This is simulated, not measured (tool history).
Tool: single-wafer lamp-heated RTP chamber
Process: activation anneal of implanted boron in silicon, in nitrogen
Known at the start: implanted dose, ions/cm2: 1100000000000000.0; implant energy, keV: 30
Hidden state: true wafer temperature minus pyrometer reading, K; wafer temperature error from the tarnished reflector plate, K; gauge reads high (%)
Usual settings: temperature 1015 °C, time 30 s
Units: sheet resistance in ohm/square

| run | hour | temperature | time | wafers since the last listed run | wafers since the last pyrometer calibration | wafers since the reflector plate was cleaned | hours since the gauge calibration | read-back reference wafer on the same gauge, sheet resistance | sheet resistance |
|---|---|---|---|---|---|---|---|---|---|
| 1 | 0 | 1015 | 30 | 0 | 829 | 5581 | 341.7 | 98.99 | 105.11 |
| 2 | 32.1 | 1015 | 30 | 369 | 1198 | 5950 | 373.8 | 98.98 | 105.27 |
| 3 | 59.5 | 1015 | 30 | 315 | 1513 | 6266 | 401.2 | 98.98 | 104.77 |
| 4 | 94.9 | 1015 | 21 | 407 | 1921 | 6673 | 436.6 | 99.03 | 105.62 |
| 5 | 113.1 | 1015 | 30 | 209 | 2130 | 6882 | 454.8 | 99.04 | 104.78 |
| 6 | 129.3 | 1015 | 30 | 186 | 2316 | 7069 | 471 | 99 | 104.67 |
| 7 | 149.5 | 1015 | 30 | 232 | 2549 | 7301 | 491.2 | 99.03 | 104.19 |
| 8 | 185 | 1022 | 19 | 408 | 2957 | 7709 | 526.7 | 99.01 | 104.31 |
| 9 | 209.9 | 1022 | 19 | 286 | 3244 | 7996 | 551.6 | 98.99 | 104.41 |
| 10 | 222.9 | 1022 | 19 | 149 | 3393 | 8146 | 564.6 | 99.01 | 103.95 |
| 11 | 235.5 | 1015 | 30 | 144 | 3538 | 8290 | 577.2 | 99 | 104.49 |
| 12 | 271.2 | 1015 | 30 | 410 | 3949 | 8701 | 612.9 | 99.04 | 104.25 |
| 13 | 302.7 | 1007 | 37 | 362 | 4311 | 9064 | 644.4 | 98.99 | 104.75 |
| 14 | 336.2 | 1000 | 30 | 385 | 4697 | 9449 | 677.9 | 98.96 | 105.5 |
| 15 | 354.6 | 1000 | 30 | 211 | 4908 | 9661 | 696.3 | 99.02 | 105.36 |
| 16 | 370.5 | 1004 | 44 | 182 | 5091 | 9844 | 712.2 | 99.01 | 104.41 |
| 17 | 392.7 | 1044 | 20 | 255 | 5347 | 10099 | 734.4 | 98.99 | 102.27 |
| 18 | 407 | 990 | 44 | 164 | 5511 | 10264 | 748.7 | 99.02 | 106.65 |
| 19 | 419.7 | 1000 | 37 | 146 | 5657 | 10410 | 761.4 | 99.02 | 105.09 |

The next listed run, before its measurement:
| 20 | 438.6 | 1015 | 30 | 217 | 5875 | 10627 | 780.3 | ? | ? |

read-back reference wafer on the same gauge, sheet resistance: 99.01
sheet resistance: 103.81 ohm/square
Without the tool's hidden state the same run would have given sheet resistance 105.02 ohm/square.
